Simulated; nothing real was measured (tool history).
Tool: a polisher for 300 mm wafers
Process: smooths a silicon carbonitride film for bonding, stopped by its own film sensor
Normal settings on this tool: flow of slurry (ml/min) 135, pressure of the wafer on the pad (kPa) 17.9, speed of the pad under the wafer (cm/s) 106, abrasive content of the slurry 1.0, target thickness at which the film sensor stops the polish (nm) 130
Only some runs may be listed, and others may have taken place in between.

run,hour,flow of slurry (ml/min),pressure of the wafer on the pad (kPa),speed of the pad under the wafer (cm/s),abrasive content of the slurry,target thickness at which the film sensor stops the polish (nm),"incoming thickness of the incoming film, nm",time until the film sensor stopped the polish (s)
1,0.0,135,17.9,106,1.0,130,148.9,64.1
2,55.9,120,17.9,134,1.0,130,152.0,62.6
# hour 66.2: slurry nozzle cleaned
3,158.1,120,17.9,134,1.0,130,149.8,59.3
4,233.8,135,17.9,106,1.0,130,148.7,66.1
# hour 276.5: worn pad replaced by a new one
5,277.0,135,17.9,106,1.0,130,149.7,68.5
# hour 406.2: slurry blender recalibrated
# hour 556.4: head pressure recalibrated
6,595.2,135,17.9,106,1.0,130,153.4,82.7
7,692.5,150,17.9,106,1.0,130,150.1,68.2
# hour 694.0: slurry nozzle cleaned
# hour 962.5: slurry blender recalibrated
# hour 990.2: worn pad replaced by a new one
8,991.0,150,17.9,106,1.0,130,149.1,64.7
9,1258.5,135,17.9,106,1.0,130,148.0,62.1
# hour 1294.2: slurry nozzle cleaned
10,1298.1,135,17.9,106,1.0,130,148.0,62.7
11,1351.5,135,17.9,106,1.0,130,148.7,64.5
12,1392.8,135,17.9,94,1.0,130,148.6,70.7
13,1442.3,135,17.9,94,1.0,130,148.7,73.2
14,1529.1,135,17.9,106,1.0,127,153.0,91.2
15,1579.9,115,13.1,134,1.0,130,148.0,71.6
# hour 1584.7: slurry blender recalibrated
16,1624.9,135,17.9,106,1.0,130,152.2,79.6
# hour 1637.4: head pressure recalibrated
17,1678.0,180,17.9,122,1.0,130,149.2,56.3
# hour 1704.3: worn pad replaced by a new one
18,1884.4,135,17.9,106,1.0,130,149.2,66.6
19,1974.2,105,17.9,96,1.0,130,148.4,71.3

Run 20 has not been measured yet. What should we expect?
# hour 1976.3: slurry nozzle cleaned
20,2038.1,135,17.9,106,0.9,130,150.4,?

For run 20 the tool returned time until the film sensor stopped the polish (s) 76.9.
With no hidden state in the tool, this same run would have given time until the film sensor stopped the polish (s) 76.9.

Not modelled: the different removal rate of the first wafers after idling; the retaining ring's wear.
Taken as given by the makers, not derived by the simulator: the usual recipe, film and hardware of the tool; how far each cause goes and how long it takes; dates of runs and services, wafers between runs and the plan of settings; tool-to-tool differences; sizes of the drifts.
